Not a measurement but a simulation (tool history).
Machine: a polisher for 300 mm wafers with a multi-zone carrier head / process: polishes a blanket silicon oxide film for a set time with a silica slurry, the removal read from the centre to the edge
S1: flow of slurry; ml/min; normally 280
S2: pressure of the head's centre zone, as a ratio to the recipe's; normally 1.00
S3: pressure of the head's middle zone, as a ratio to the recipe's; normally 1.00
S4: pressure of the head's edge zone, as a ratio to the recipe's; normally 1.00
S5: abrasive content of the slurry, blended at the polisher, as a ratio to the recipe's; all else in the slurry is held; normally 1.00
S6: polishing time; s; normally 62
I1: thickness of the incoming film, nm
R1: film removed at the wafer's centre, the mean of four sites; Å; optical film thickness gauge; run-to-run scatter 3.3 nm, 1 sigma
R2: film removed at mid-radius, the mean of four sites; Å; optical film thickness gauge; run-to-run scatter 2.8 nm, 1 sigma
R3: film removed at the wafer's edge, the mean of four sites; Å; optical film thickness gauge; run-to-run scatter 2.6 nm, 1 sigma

run    hour   S1    S2    S3    S4    S5  S6     I1    R1    R2    R3
  1     0.0  280  1.00  1.00  1.00  1.00  62  918.2  2291  2124  2177
       35.3  -- slurry nozzle cleaned
  2    58.1  280  1.00  1.00  1.00  1.00  62  914.3  2256  2112  2125
       73.6  -- worn pad replaced by a new one
      105.5  -- carrier head's membrane replaced by a new one
  3   122.1  280  1.00  1.00  1.00  1.00  62  905.6  2528  2321  2331
  4   174.8  280  1.00  1.00  1.00  1.00  62  909.2  2460  2222  2267
  5   207.1  280  1.00  1.00  1.00  1.00  62  919.8  2382  2210  2229
      260.2  -- edge zone pressure recalibrated
  6   269.2  280  0.94  1.00  1.00  1.00  62  931.3  2208  2130  2134
      294.7  -- worn pad replaced by a new one
  7   324.6  280  0.94  1.00  1.00  1.00  62  917.7  2382  2222  2293
  8   377.0  280  1.00  1.00  1.00  1.00  62  917.9  2482  2179  2188
      390.6  -- centre zone pressure recalibrated
  9   439.4  280  1.00  1.00  1.00  1.00  62  909.1  2226  2109  2118
 10   496.5  280  1.00  0.92  1.00  1.00  62  918.5  2145  1947  2075
      538.4  -- worn pad replaced by a new one
      548.1  -- edge zone pressure recalibrated
 11   565.0  280  1.00  0.93  0.89  0.70  42  919.1  1134  1013  1015
 12   594.2  205  1.00  1.00  1.00  1.00  62  920.5  2361  2212  2226
 13   643.6  280  1.00  1.00  1.00  0.75  62  905.2  1777  1655  1677
      654.3  -- carrier head's membrane replaced by a new one
 14   678.4  280  1.00  1.00  1.00  1.00  62  916.7  2352  2128  2155
      707.0  -- slurry nozzle cleaned
      792.7  -- worn pad replaced by a new one
 15   797.1  280  1.00  1.00  1.00  1.10  62  918.9  2760  2556  2568
      843.6  -- edge zone pressure recalibrated
 16   849.1  280  0.94  0.94  0.96  0.90  62  928.5  2227  2018  2072
 17   917.6  280  1.03  1.11  1.12  1.00  80  904.7  3333  2990  3035
 18   965.5  280  1.00  1.00  1.00  1.00  50  913.8  2013  1726  1750
     1007.2  -- worn pad replaced by a new one
 19  1007.7  280  1.00  1.00  1.00  1.00  62  919.3  2658  2316  2374
     1030.9  -- centre zone pressure recalibrated
 20  1062.7  280  1.00  1.00  1.00  1.00  62  906.5  2381  2302  2324
 21  1107.3  380  1.03  1.00  1.12  1.00  62  916.0  2514  2285  2424

Consider 4 possible next runs. They are alternatives, not a sequence: every one starts from the tool as it was left by run 21. What does each give?
  A  1107.7  280  1.00  1.00  1.11  1.00  62  931.2   ?   ?   ?
  B  1107.7  280  1.00  1.00  1.00  1.15  62  931.2   ?   ?   ?
  C  1107.7  350  0.97  1.00  1.00  1.30  46  931.2   ?   ?   ?
  D  1107.7  280  1.00  1.00  1.00  0.85  62  931.2   ?   ?   ?

run    R1    R2    R3
  A  2448  2212  2393
  B  2697  2437  2504
  C  2114  1967  2014
  D  2118  1914  1967
What these runs would have given with no unlogged condition in the tool:
run    R1    R2    R3
  A  2533  2350  2543
  B  2790  2590  2660
  C  2187  2090  2140
  D  2192  2034  2089
